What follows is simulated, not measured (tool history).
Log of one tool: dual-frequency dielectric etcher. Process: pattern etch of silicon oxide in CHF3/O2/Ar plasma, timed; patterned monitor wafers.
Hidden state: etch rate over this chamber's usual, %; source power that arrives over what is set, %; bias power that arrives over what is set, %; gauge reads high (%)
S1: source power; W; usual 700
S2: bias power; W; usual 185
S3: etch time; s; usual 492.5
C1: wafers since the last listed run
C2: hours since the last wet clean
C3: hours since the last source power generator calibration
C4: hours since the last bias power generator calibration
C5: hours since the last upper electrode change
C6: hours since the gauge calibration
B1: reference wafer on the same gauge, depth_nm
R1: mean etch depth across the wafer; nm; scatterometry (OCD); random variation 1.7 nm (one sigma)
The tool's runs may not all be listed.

run 1 day=0.000 | S1=780 S2=185 S3=492.5 | C1=0 C2=120.8 C3=1571.1 C4=2003.7 C5=4724.3 C6=70.8 | B1=929.8 | R1=1187.6
run 2 day=1.700 | S1=780 S2=185 S3=492.5 | C1=174 C2=161.6 C3=1611.9 C4=2044.5 C5=4765.1 C6=111.6 | B1=930.1 | R1=1185.5
run 3 day=2.850 | S1=700 S2=185 S3=443.0 | C1=118 C2=189.2 C3=1639.5 C4=2072.1 C5=4792.7 C6=139.2 | B1=930.2 | R1=1020.3
run 4 day=4.167 | S1=700 S2=185 S3=600.0 | C1=135 C2=220.8 C3=1671.1 C4=2103.7 C5=4824.3 C6=170.8 | B1=930.4 | R1=1382.7
run 5 day=4.950 | S1=700 S2=185 S3=600.0 | C1=80 C2=239.6 C3=1689.9 C4=2122.5 C5=4843.1 C6=189.6 | B1=929.8 | R1=1378.1
run 6 day=6.321 | S1=830 S2=185 S3=492.5 | C1=141 C2=272.5 C3=1722.8 C4=2155.4 C5=4876.0 C6=222.5 | B1=930.2 | R1=1206.2
-- day=6.962 source power generator calibrated
run 7 day=7.638 | S1=830 S2=185 S3=492.5 | C1=118 C2=304.1 C3=16.2 C4=2187.0 C5=4907.6 C6=254.1 | B1=930.0 | R1=1207.2
run 8 day=9.500 | S1=830 S2=185 S3=492.5 | C1=191 C2=348.8 C3=60.9 C4=2231.7 C5=4952.3 C6=298.8 | B1=930.2 | R1=1204.7
-- day=10.304 gauge calibrated
-- day=10.529 upper electrode replaced
run 9 day=10.888 | S1=700 S2=185 S3=492.5 | C1=39 C2=382.1 C3=94.2 C4=2265.0 C5=8.6 C6=14.0 | B1=930.3 | R1=1125.3
run 10 day=11.783 | S1=700 S2=185 S3=492.5 | C1=92 C2=403.6 C3=115.7 C4=2286.5 C5=30.1 C6=35.5 | B1=930.1 | R1=1124.1
-- day=13.100 wet clean of the chamber
run 11 day=13.121 | S1=700 S2=140 S3=425.5 | C1=34 C2=0.5 C3=147.8 C4=2318.6 C5=62.2 C6=67.6 | B1=930.2 | R1=898.3
-- day=13.500 bias power generator calibrated
run 12 day=13.717 | S1=700 S2=171 S3=492.5 | C1=44 C2=14.8 C3=162.1 C4=5.2 C5=76.5 C6=81.9 | B1=929.8 | R1=1116.8
run 13 day=14.817 | S1=700 S2=201 S3=492.5 | C1=113 C2=41.2 C3=188.5 C4=31.6 C5=102.9 C6=108.3 | B1=930.2 | R1=1186.5
run 14 day=15.512 | S1=650 S2=214 S3=492.5 | C1=71 C2=57.9 C3=205.2 C4=48.3 C5=119.6 C6=125.0 | B1=930.1 | R1=1179.1
run 15 day=16.917 | S1=820 S2=207 S3=492.5 | C1=144 C2=91.6 C3=238.9 C4=82.0 C5=153.3 C6=158.7 | B1=930.4 | R1=1270.5
run 16 day=17.758 | S1=750 S2=170 S3=443.0 | C1=86 C2=111.8 C3=259.1 C4=102.2 C5=173.5 C6=178.9 | B1=930.0 | R1=1022.5
run 17 day=18.354 | S1=700 S2=185 S3=492.5 | C1=61 C2=126.1 C3=273.4 C4=116.5 C5=187.8 C6=193.2 | B1=930.1 | R1=1144.1

Measured less the same run without the tool's hidden state. The same run-to-run variation is in both; the gauge's scatter may not be:
run=1 R1=-11.0
run=2 R1=-13.3
run=3 R1=-12.8
run=4 R1=-19.4
run=5 R1=-20.6
run=6 R1=-19.9
run=7 R1=-21.9
run=8 R1=-24.4
run=9 R1=-24.6
run=10 R1=-25.8
run=11 R1=+1.1
run=12 R1=+0.6
run=13 R1=-0.8
run=14 R1=-1.7
run=15 R1=-3.9
run=16 R1=-4.1
run=17 R1=-5.4

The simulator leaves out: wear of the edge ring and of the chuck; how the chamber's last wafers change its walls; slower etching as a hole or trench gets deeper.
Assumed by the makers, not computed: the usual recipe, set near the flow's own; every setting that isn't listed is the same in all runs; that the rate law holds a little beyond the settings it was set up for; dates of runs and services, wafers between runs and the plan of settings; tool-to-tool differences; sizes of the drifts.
